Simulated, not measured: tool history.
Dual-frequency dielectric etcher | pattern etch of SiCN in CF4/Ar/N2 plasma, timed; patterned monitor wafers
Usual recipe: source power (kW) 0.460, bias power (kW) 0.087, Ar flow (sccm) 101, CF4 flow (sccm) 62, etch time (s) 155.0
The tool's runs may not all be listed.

run,hour,source power (kW),bias power (kW),Ar flow (sccm),CF4 flow (sccm),etch time (s),wafers since the last listed run,hours since the last wet clean,hours since the last source power generator calibration,hours since the last bias power generator calibration,hours since the last Ar flow controller change,hours since the last CF4 flow controller change,hours since the last upper electrode change,hours since the gauge calibration,"read-back reference wafer on the same gauge, depth_nm",mean etch depth across the wafer (Å)
1,0.0,0.460,0.082,101,62,155.0,0,275.6,1366.1,1324.9,1768.3,2517.9,3047.6,606.7,142.0,1359
# hour 99.2: wet clean of the chamber
2,104.5,0.460,0.082,101,62,155.0,808,5.3,1470.6,1429.4,1872.8,2622.4,3152.1,711.2,142.1,1388
3,208.7,0.460,0.087,101,62,155.0,1046,109.5,1574.8,1533.6,1977.0,2726.6,3256.3,815.4,142.0,1403
4,260.9,0.460,0.087,101,62,155.0,524,161.7,1627.0,1585.8,2029.2,2778.8,3308.5,867.6,142.0,1397
5,326.2,0.460,0.087,101,62,155.0,655,227.0,1692.3,1651.1,2094.5,2844.1,3373.8,932.9,142.1,1392
6,411.2,0.460,0.087,101,62,155.0,853,312.0,1777.3,1736.1,2179.5,2929.1,3458.8,1017.9,141.9,1382
# hour 454.4: wet clean of the chamber
7,507.3,0.460,0.087,101,62,155.0,723,52.9,1873.4,1832.2,2275.6,3025.2,3554.9,1114.0,142.0,1348
8,565.2,0.460,0.087,101,62,155.0,581,110.8,1931.3,1890.1,2333.5,3083.1,3612.8,1171.9,142.0,1343
# hour 633.2: wet clean of the chamber, repeated, since the last time left the tool worse
# hour 683.3: gauge calibrated
# hour 807.6: CF4 flow controller replaced
9,810.7,0.460,0.087,101,62,155.0,2163,177.5,2176.8,2135.6,2579.0,3.1,3858.3,127.4,142.1,1401
# hour 865.9: upper electrode replaced
10,878.1,0.430,0.087,101,62,141.0,435,244.9,2244.2,2203.0,2646.4,70.5,12.2,194.8,142.0,1215
# hour 923.6: bias power generator calibrated
# hour 924.3: Ar flow controller replaced
11,932.4,0.460,0.101,125,62,155.0,498,299.2,2298.5,8.8,8.1,124.8,66.5,249.1,142.2,1394
12,976.9,0.540,0.087,101,62,121.0,446,343.7,2343.0,53.3,52.6,169.3,111.0,293.6,142.0,1205
# hour 1038.2: wet clean of the chamber
13,1045.3,0.460,0.078,84,62,155.0,445,7.1,2411.4,121.7,121.0,237.7,179.4,362.0,141.9,1432
# hour 1094.2: source power generator calibrated
14,1152.2,0.510,0.087,101,47,155.0,1033,114.0,58.0,228.6,227.9,344.6,286.3,468.9,141.9,1460
15,1196.7,0.460,0.087,101,62,155.0,446,158.5,102.5,273.1,272.4,389.1,330.8,513.4,142.1,1403
16,1236.9,0.460,0.087,101,62,155.0,403,198.7,142.7,313.3,312.6,429.3,371.0,553.6,142.0,1394
17,1292.5,0.460,0.067,80,62,111.0,558,254.3,198.3,368.9,368.2,484.9,426.6,609.2,142.0,975
18,1368.6,0.460,0.087,101,68,155.0,763,330.4,274.4,445.0,444.3,561.0,502.7,685.3,141.9,1397

Predict each of these 3 candidate next runs independently; none follows another, all start after run 18:
A,1369.1,0.460,0.087,101,62,155.0,5,330.9,274.9,445.5,444.8,561.5,503.2,685.8,?,?
B,1369.1,0.370,0.087,101,62,172.5,5,330.9,274.9,445.5,444.8,561.5,503.2,685.8,?,?
C,1369.1,0.460,0.087,101,53,155.0,5,330.9,274.9,445.5,444.8,561.5,503.2,685.8,?,?

run,"read-back reference wafer on the same gauge, depth_nm",mean etch depth across the wafer (Å)
A,142.1,1380
B,142.1,1342
C,142.1,1358
With the hidden condition removed and each run's random variation left untouched, the same runs would have given:
run,mean etch depth across the wafer (Å)
A,1415
B,1375
C,1392
